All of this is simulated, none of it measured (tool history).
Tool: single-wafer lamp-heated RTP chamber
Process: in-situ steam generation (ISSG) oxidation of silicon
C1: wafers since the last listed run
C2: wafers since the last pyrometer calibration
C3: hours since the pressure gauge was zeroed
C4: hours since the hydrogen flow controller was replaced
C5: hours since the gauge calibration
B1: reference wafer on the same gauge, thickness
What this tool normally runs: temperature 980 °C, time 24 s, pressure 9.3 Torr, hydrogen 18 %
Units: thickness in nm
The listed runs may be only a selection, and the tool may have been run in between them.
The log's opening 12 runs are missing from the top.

run 13 day=11.150 | temperature=980 time=24 pressure=9.3 hydrogen=18 | C1=204 C2=212 C3=61.0 C4=71.3 C5=526.7 | B1=4.021 | thickness=4.944
run 14 day=12.238 | temperature=980 time=24 pressure=10.2 hydrogen=25 | C1=423 C2=636 C3=87.1 C4=97.4 C5=552.8 | B1=4.023 | thickness=5.253
run 15 day=13.267 | temperature=980 time=20 pressure=9.3 hydrogen=18 | C1=400 C2=1036 C3=111.8 C4=122.1 C5=577.5 | B1=4.030 | thickness=4.580
run 16 day=13.950 | temperature=980 time=27 pressure=9.8 hydrogen=18 | C1=266 C2=1303 C3=128.2 C4=138.5 C5=593.9 | B1=4.018 | thickness=5.290
run 17 day=14.712 | temperature=986 time=28 pressure=10.2 hydrogen=18 | C1=296 C2=1600 C3=146.5 C4=156.8 C5=612.2 | B1=4.019 | thickness=5.443
run 18 day=15.554 | temperature=999 time=29 pressure=10.2 hydrogen=14 | C1=327 C2=1927 C3=166.7 C4=177.0 C5=632.4 | B1=4.016 | thickness=5.633
run 19 day=16.638 | temperature=980 time=24 pressure=9.3 hydrogen=18 | C1=421 C2=2349 C3=192.7 C4=203.0 C5=658.4 | B1=4.025 | thickness=5.023
run 20 day=17.229 | temperature=980 time=21 pressure=8.3 hydrogen=18 | C1=230 C2=2580 C3=206.9 C4=217.2 C5=672.6 | B1=4.015 | thickness=4.744
-- day=17.304 gauge calibrated
run 21 day=18.133 | temperature=993 time=33 pressure=8.6 hydrogen=13 | C1=352 C2=2932 C3=228.6 C4=238.9 C5=19.9 | B1=4.020 | thickness=5.877
-- day=19.075 pyrometer window cleaned and pyrometer calibrated, repeated, since the last time left the tool worse
run 22 day=19.096 | temperature=974 time=24 pressure=10.2 hydrogen=18 | C1=245 C2=8 C3=251.7 C4=262.0 C5=43.0 | B1=4.024 | thickness=4.634
run 23 day=19.492 | temperature=980 time=24 pressure=9.3 hydrogen=18 | C1=154 C2=162 C3=261.2 C4=271.5 C5=52.5 | B1=4.020 | thickness=4.844
run 24 day=20.554 | temperature=997 time=19 pressure=9.3 hydrogen=26 | C1=413 C2=576 C3=286.7 C4=297.0 C5=78.0 | B1=4.023 | thickness=5.027
run 25 day=21.912 | temperature=980 time=14 pressure=9.3 hydrogen=18 | C1=529 C2=1105 C3=319.3 C4=329.6 C5=110.6 | B1=4.021 | thickness=3.805
run 26 day=23.050 | temperature=980 time=32 pressure=9.3 hydrogen=18 | C1=443 C2=1548 C3=346.6 C4=356.9 C5=137.9 | B1=4.023 | thickness=5.589
run 27 day=23.738 | temperature=980 time=24 pressure=9.3 hydrogen=18 | C1=267 C2=1816 C3=363.1 C4=373.4 C5=154.4 | B1=4.023 | thickness=4.833
run 28 day=24.825 | temperature=998 time=18 pressure=10.2 hydrogen=12 | C1=423 C2=2240 C3=389.2 C4=399.5 C5=180.5 | B1=4.024 | thickness=4.120
run 29 day=25.992 | temperature=999 time=24 pressure=9.3 hydrogen=18 | C1=454 C2=2694 C3=417.2 C4=427.5 C5=208.5 | B1=4.013 | thickness=5.249
run 30 day=27.179 | temperature=980 time=24 pressure=9.3 hydrogen=18 | C1=462 C2=3156 C3=445.7 C4=456.0 C5=237.0 | B1=4.013 | thickness=4.890
run 31 day=28.583 | temperature=993 time=16 pressure=9.3 hydrogen=18 | C1=546 C2=3703 C3=479.4 C4=489.7 C5=270.7 | B1=4.025 | thickness=4.263
run 32 day=29.154 | temperature=980 time=24 pressure=9.3 hydrogen=18 | C1=222 C2=3926 C3=493.1 C4=503.4 C5=284.4 | B1=4.023 | thickness=4.868

Forecast each of these 3 alternatives for the next run:
run A day=29.171 | temperature=980 time=24 pressure=9.3 hydrogen=11 | C1=6 C2=3932 C3=493.5 C4=503.8 C5=284.8 | B1=? | thickness=?
run B day=29.171 | temperature=972 time=21 pressure=9.7 hydrogen=26 | C1=6 C2=3932 C3=493.5 C4=503.8 C5=284.8 | B1=? | thickness=?
run C day=29.171 | temperature=987 time=30 pressure=10.1 hydrogen=23 | C1=6 C2=3932 C3=493.5 C4=503.8 C5=284.8 | B1=? | thickness=?

run=A B1=4.014 thickness=4.402
run=B B1=4.014 thickness=4.782
run=C B1=4.014 thickness=5.787
Without the tool's hidden state the same runs would have given:
run=A thickness=4.327
run=B thickness=4.707
run=C thickness=5.677
